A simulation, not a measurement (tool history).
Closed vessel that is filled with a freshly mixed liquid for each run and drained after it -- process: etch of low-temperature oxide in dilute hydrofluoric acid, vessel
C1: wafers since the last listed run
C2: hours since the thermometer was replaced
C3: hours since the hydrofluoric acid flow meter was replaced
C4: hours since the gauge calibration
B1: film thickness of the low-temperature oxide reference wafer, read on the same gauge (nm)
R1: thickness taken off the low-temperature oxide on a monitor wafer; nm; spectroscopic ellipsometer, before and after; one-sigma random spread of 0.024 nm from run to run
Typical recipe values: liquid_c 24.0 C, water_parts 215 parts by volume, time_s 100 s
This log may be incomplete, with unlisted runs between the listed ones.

Run 1, hour 0.0: usual settings; C1 0; C2 614.3; C3 1078.2; C4 1325.1; B1 49.99. Result: R1 7.63 nm.
Run 2, hour 57.2: usual settings but water_parts 180 parts by volume, time_s 85 s; C1 6563; C2 671.5; C3 1135.4; C4 1382.3; B1 49.99. Result: R1 8.09 nm.
Run 3, hour 128.6: usual settings but water_parts 180 parts by volume, time_s 85 s; C1 8193; C2 742.9; C3 1206.8; C4 1453.7; B1 49.98. Result: R1 8.03 nm.
Run 4, hour 224.8: usual settings but water_parts 180 parts by volume, time_s 85 s; C1 11038; C2 839.1; C3 1303.0; C4 1549.9; B1 50.01. Result: R1 8.01 nm.
Run 5, hour 324.0: usual settings but liquid_c 21.0 C, water_parts 145 parts by volume; C1 11383; C2 938.3; C3 1402.2; C4 1649.1; B1 49.97. Result: R1 10.84 nm.
At hour 340.5: hydrofluoric acid flow meter replaced.
Run 6, hour 428.3: usual settings but liquid_c 21.0 C, water_parts 145 parts by volume; C1 11853; C2 1042.6; C3 87.8; C4 1753.4; B1 50.00. Result: R1 10.79 nm.
Run 7, hour 502.4: usual settings but liquid_c 21.0 C, water_parts 145 parts by volume; C1 8502; C2 1116.7; C3 161.9; C4 1827.5; B1 50.05. Result: R1 10.86 nm.
Run 8, hour 596.5: usual settings; C1 10797; C2 1210.8; C3 256.0; C4 1921.6; B1 49.99. Result: R1 7.58 nm.
Run 9, hour 831.8: usual settings; C1 27000; C2 1446.1; C3 491.3; C4 2156.9; B1 50.01. Result: R1 7.60 nm.
Run 10, hour 869.9: usual settings; C1 4371; C2 1484.2; C3 529.4; C4 2195.0; B1 50.02. Result: R1 7.59 nm.
Run 11, hour 923.9: usual settings; C1 6196; C2 1538.2; C3 583.4; C4 2249.0; B1 50.02. Result: R1 7.62 nm.
Run 12, hour 1010.8: usual settings; C1 9971; C2 1625.1; C3 670.3; C4 2335.9; B1 49.98. Result: R1 7.62 nm.
Run 13, hour 1114.8: usual settings; C1 11934; C2 1729.1; C3 774.3; C4 2439.9; B1 50.01. Result: R1 7.58 nm.
Run 14, hour 1218.1: usual settings but liquid_c 20.5 C, water_parts 185 parts by volume; C1 11853; C2 1832.4; C3 877.6; C4 2543.2; B1 50.00. Result: R1 7.98 nm.
Run 15, hour 1270.2: usual settings but liquid_c 27.0 C, water_parts 255 parts by volume, time_s 130 s; C1 5978; C2 1884.5; C3 929.7; C4 2595.3; B1 50.00. Result: R1 8.90 nm.
At hour 1308.5: gauge calibrated.
Run 16, hour 1317.5: usual settings but water_parts 155 parts by volume; C1 5427; C2 1931.8; C3 977.0; C4 9.0; B1 49.97. Result: R1 11.24 nm.
Run 17, hour 1495.3: usual settings but liquid_c 21.5 C, water_parts 245 parts by volume, time_s 120 s; C1 20402; C2 2109.6; C3 1154.8; C4 186.8; B1 50.01. Result: R1 7.13 nm.
Run 18, hour 1569.6: usual settings; C1 8525; C2 2183.9; C3 1229.1; C4 261.1; B1 49.97. Result: R1 7.60 nm.
At hour 1580.1: hydrofluoric acid flow meter replaced.
Run 19, hour 1649.0: usual settings but water_parts 295 parts by volume, time_s 75 s; C1 8996; C2 2263.3; C3 68.9; C4 340.5; B1 50.00. Result: R1 3.83 nm.
At hour 1697.1: thermometer replaced.
Run 20, hour 1719.3: usual settings; C1 7952; C2 22.2; C3 139.2; C4 410.8; B1 50.02. Result: R1 7.60 nm.
Run 21, hour 1816.1: usual settings but liquid_c 21.0 C; C1 11107; C2 119.0; C3 236.0; C4 507.6; B1 50.00. Result: R1 6.81 nm.
Run 22, hour 2051.2: usual settings but liquid_c 22.5 C, water_parts 140 parts by volume, time_s 55 s; C1 26977; C2 354.1; C3 471.1; C4 742.7; B1 50.02. Result: R1 6.58 nm.
Run 23, hour 2149.3: usual settings but water_parts 295 parts by volume, time_s 75 s; C1 11256; C2 452.2; C3 569.2; C4 840.8; B1 49.98. Result: R1 3.83 nm.
Run 24, hour 2210.8: usual settings but liquid_c 21.0 C, water_parts 175 parts by volume; C1 7057; C2 513.7; C3 630.7; C4 902.3; B1 50.04. Result: R1 8.74 nm.
Run 25, hour 2275.9: usual settings but liquid_c 26.5 C, water_parts 120 parts by volume, time_s 125 s; C1 7470; C2 578.8; C3 695.8; C4 967.4; B1 49.98. Result: R1 20.88 nm.
Run 26, hour 2319.6: usual settings but liquid_c 28.0 C, water_parts 105 parts by volume, time_s 45 s; C1 5014; C2 622.5; C3 739.5; C4 1011.1; B1 50.03. Result: R1 9.27 nm.
Run 27, hour 2375.9: usual settings but liquid_c 27.0 C; C1 6460; C2 678.8; C3 795.8; C4 1067.4; B1 50.00. Result: R1 8.49 nm.

Predict each of these 5 candidate next runs independently; none follows another, all start after run 27:
Run A, hour 2376.6: usual settings but water_parts 160 parts by volume; C1 80; C2 679.5; C3 796.5; C4 1068.1; B1 ?. Result: R1 ?.
Run B, hour 2376.6: usual settings but liquid_c 26.0 C, water_parts 185 parts by volume, time_s 45 s; C1 80; C2 679.5; C3 796.5; C4 1068.1; B1 ?. Result: R1 ?.
Run C, hour 2376.6: usual settings but liquid_c 20.5 C, water_parts 175 parts by volume; C1 80; C2 679.5; C3 796.5; C4 1068.1; B1 ?. Result: R1 ?.
Run D, hour 2376.6: usual settings but liquid_c 26.0 C, time_s 45 s; C1 80; C2 679.5; C3 796.5; C4 1068.1; B1 ?. Result: R1 ?.
Run E, hour 2376.6: usual settings but liquid_c 27.0 C, water_parts 270 parts by volume, time_s 130 s; C1 80; C2 679.5; C3 796.5; C4 1068.1; B1 ?. Result: R1 ?.

run     B1     R1
  A  50.00  10.85
  B  50.00   4.42
  C  50.00   8.54
  D  50.00   3.68
  E  50.00   8.26
With no hidden state in the tool, these same runs would have given:
run     R1
  A  10.85
  B   4.42
  C   8.54
  D   3.68
  E   8.26
